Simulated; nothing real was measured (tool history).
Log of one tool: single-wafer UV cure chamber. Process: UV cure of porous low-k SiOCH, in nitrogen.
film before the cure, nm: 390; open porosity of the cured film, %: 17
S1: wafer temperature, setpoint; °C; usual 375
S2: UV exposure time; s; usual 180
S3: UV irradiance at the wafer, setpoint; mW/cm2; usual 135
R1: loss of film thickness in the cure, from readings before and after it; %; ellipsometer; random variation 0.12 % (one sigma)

| run | hour | S1 | S2 | S3 | R1 |
|---|---|---|---|---|---|
| 1 | 0.0 | 387 | 255 | 135 | 10.865 |
|  | 20.5 | quartz window cleaned |
| 2 | 97.3 | 375 | 180 | 135 | 9.969 |
| 3 | 169.1 | 371 | 180 | 135 | 9.842 |
| 4 | 227.5 | 371 | 180 | 135 | 9.829 |
|  | 288.1 | quartz window cleaned |
| 5 | 306.7 | 371 | 180 | 135 | 9.953 |
| 6 | 389.2 | 375 | 180 | 135 | 9.963 |
| 7 | 490.5 | 375 | 180 | 135 | 9.536 |
|  | 529.8 | quartz window cleaned |
|  | 538.8 | UV bulbs replaced |
| 8 | 539.3 | 375 | 180 | 135 | 10.244 |
| 9 | 570.7 | 375 | 180 | 135 | 9.948 |
|  | 845.4 | quartz window cleaned |
| 10 | 854.2 | 362 | 115 | 156 | 8.593 |
| 11 | 938.0 | 375 | 140 | 152 | 9.383 |
| 12 | 976.7 | 375 | 180 | 135 | 9.656 |
| 13 | 1055.1 | 393 | 180 | 121 | 9.419 |
| 14 | 1133.7 | 375 | 180 | 135 | 8.984 |
|  | 1150.3 | quartz window cleaned |
| 15 | 1204.3 | 375 | 180 | 157 | 10.767 |
| 16 | 1258.7 | 358 | 180 | 135 | 9.627 |
| 17 | 1365.5 | 381 | 220 | 121 | 10.002 |
|  | 1398.6 | quartz window cleaned |
| 18 | 1418.8 | 375 | 180 | 124 | 9.720 |

Measured less the same run without the tool's hidden state. The same run-to-run variation is in both; the gauge's scatter may not be:
The hidden state here: lamp output below its setpoint, %; transmission lost against a clean window, %.
| run | R1 |
|---|---|
| 1 | -0.997 |
| 2 | -0.072 |
| 3 | -0.245 |
| 4 | -0.488 |
| 5 | -0.094 |
| 6 | -0.201 |
| 7 | -0.540 |
| 8 | -0.057 |
| 9 | -0.072 |
| 10 | -0.176 |
| 11 | -0.272 |
| 12 | -0.366 |
| 13 | -0.683 |
| 14 | -1.173 |
| 15 | -0.099 |
| 16 | -0.189 |
| 17 | -0.583 |
| 18 | -0.038 |
